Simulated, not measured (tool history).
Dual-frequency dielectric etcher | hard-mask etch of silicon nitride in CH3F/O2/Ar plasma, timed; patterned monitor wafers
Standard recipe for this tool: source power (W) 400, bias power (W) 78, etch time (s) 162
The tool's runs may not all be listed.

run,day,source power (W),bias power (W),etch time (s),wafers since the last listed run,hours since the last wet clean,hours since the last source power generator calibration,hours since the last bias power generator calibration,hours since the last upper electrode change,hours since the gauge calibration,"read-back reference wafer on the same gauge, depth_nm",mean etch depth across the wafer (angstrom)
1,0,400,78,162,0,295.9,4569.9,2742.4,6233,731.2,117.1,1099
2,1.683,400,78,162,263,336.3,4610.3,2782.8,6273.4,771.6,117.2,1106
3,4.562,400,78,162,450,405.4,4679.4,2851.9,6342.5,840.7,117,1105
4,6.488,400,78,162,301,451.6,4725.6,2898.1,6388.7,886.9,116.9,1102
# day 8.938: upper electrode replaced
5,9.146,400,78,162,259,515.4,4789.4,2961.9,5,950.7,117,1119
# day 10.908: wet clean of the chamber
6,11.483,400,78,162,209,13.8,4845.5,3018,61.1,1006.8,116.9,1086
7,12.8,400,78,162,206,45.4,4877.1,3049.6,92.7,1038.4,117,1090
8,14.346,400,78,162,241,82.5,4914.2,3086.7,129.8,1075.5,117,1091
9,17.058,400,78,162,424,147.6,4979.3,3151.8,194.9,1140.6,116.9,1094
10,18.604,400,78,162,241,184.7,5016.4,3188.9,232,1177.7,117,1102
# day 19.338: source power generator calibrated
11,19.7,330,78,195.5,145,211,8.7,3215.2,258.3,1204,117.2,1255
12,21.35,340,78,162,258,250.6,48.3,3254.8,297.9,1243.6,117.2,1051
13,22.704,310,95,145.5,211,283.1,80.8,3287.3,330.4,1276.1,117.1,1012
14,24.954,400,92,162,352,337.1,134.8,3341.3,384.4,1330.1,116.8,1195
# day 26.217: bias power generator calibrated
15,26.354,490,92,175.5,193,370.7,168.4,3.3,418,1363.7,116.8,1390
16,28.054,400,78,176.5,266,411.5,209.2,44.1,458.8,1404.5,117.3,1208
17,30.9,350,78,114,445,479.8,277.5,112.4,527.1,1472.8,117,749
18,32.75,360,58,162,289,524.2,321.9,156.8,571.5,1517.2,117.1,931
# day 33.929: gauge calibrated
19,34.067,470,78,162,206,555.8,353.5,188.4,603.1,3.3,116.8,1164
20,35.758,400,84,114.5,264,596.4,394.1,229,643.7,43.9,117.3,817

What does the tool deliver on the next run?
21,38.754,400,78,127,468,668.3,466,300.9,715.6,115.8,?,?

{"run 21": {"read-back reference wafer on the same gauge, depth_nm": 117.1, "mean etch depth across the wafer (angstrom)": 882}}
Had the tool carried no hidden state, the very same run would have given mean etch depth across the wafer (angstrom) 855.

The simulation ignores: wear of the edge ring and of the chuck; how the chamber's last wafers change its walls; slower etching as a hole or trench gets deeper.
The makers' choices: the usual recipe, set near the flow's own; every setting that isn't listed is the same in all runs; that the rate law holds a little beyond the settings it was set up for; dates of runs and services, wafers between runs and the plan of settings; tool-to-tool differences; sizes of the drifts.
